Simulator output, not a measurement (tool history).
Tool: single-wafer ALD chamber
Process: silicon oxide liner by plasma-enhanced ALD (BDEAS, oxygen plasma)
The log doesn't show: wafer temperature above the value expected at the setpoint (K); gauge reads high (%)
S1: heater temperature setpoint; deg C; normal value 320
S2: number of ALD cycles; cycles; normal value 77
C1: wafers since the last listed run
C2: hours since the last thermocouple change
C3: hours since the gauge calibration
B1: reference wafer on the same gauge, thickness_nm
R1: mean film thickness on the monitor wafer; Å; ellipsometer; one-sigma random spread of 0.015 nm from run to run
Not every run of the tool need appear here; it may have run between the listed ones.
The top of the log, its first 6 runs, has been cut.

| run | day | S1 | S2 | C1 | C2 | C3 | B1 | R1 |
|---|---|---|---|---|---|---|---|---|
| 7 | 6.046 | 320 | 77 | 77 | 1465.5 | 539.2 | 5.502 | 67.23 |
| 8 | 7.492 | 320 | 77 | 155 | 1500.2 | 573.9 | 5.502 | 66.84 |
| 9 | 8.738 | 320 | 77 | 133 | 1530.1 | 603.8 | 5.499 | 66.97 |
| 10 | 9.646 | 320 | 66 | 97 | 1551.9 | 625.6 | 5.502 | 57.24 |
| 11 | 10.992 | 320 | 66 | 144 | 1584.2 | 657.9 | 5.502 | 57.27 |
| 12 | 14.967 | 320 | 88 | 426 | 1679.6 | 753.3 | 5.511 | 76.91 |
| 13 | 16.321 | 320 | 88 | 145 | 1712.1 | 785.8 | 5.513 | 76.75 |
| 14 | 16.917 | 320 | 88 | 63 | 1726.4 | 800.1 | 5.509 | 76.79 |
| 15 | 20.350 | 323 | 77 | 368 | 1808.8 | 882.5 | 5.518 | 66.66 |
| 16 | 21.588 | 320 | 77 | 132 | 1838.5 | 912.2 | 5.519 | 67.33 |
| 17 | 22.942 | 320 | 77 | 145 | 1871.0 | 944.7 | 5.523 | 67.22 |
| 18 | 23.504 | 320 | 77 | 60 | 1884.5 | 958.2 | 5.520 | 67.40 |
|  | 24.158 | gauge calibrated |
| 19 | 24.196 | 320 | 77 | 74 | 1901.1 | 0.9 | 5.469 | 66.30 |
| 20 | 24.708 | 320 | 77 | 54 | 1913.4 | 13.2 | 5.472 | 66.54 |
| 21 | 25.771 | 320 | 77 | 113 | 1938.9 | 38.7 | 5.475 | 66.63 |
| 22 | 26.854 | 316 | 77 | 116 | 1964.9 | 64.7 | 5.473 | 67.03 |
| 23 | 28.192 | 316 | 77 | 143 | 1997.0 | 96.8 | 5.472 | 66.69 |
| 24 | 29.096 | 320 | 86 | 96 | 2018.7 | 118.5 | 5.481 | 74.45 |
| 25 | 30.175 | 313 | 68 | 115 | 2044.6 | 144.4 | 5.479 | 59.36 |

Run 26 has not been measured yet. What should we expect?
| 26 | 30.917 | 312 | 77 | 79 | 2062.4 | 162.2 | ? | ? |

{"run 26": {"B1": 5.482, "R1": 67.27}}
Had the tool carried no hidden state, the very same run would have given R1 67.15 Å.
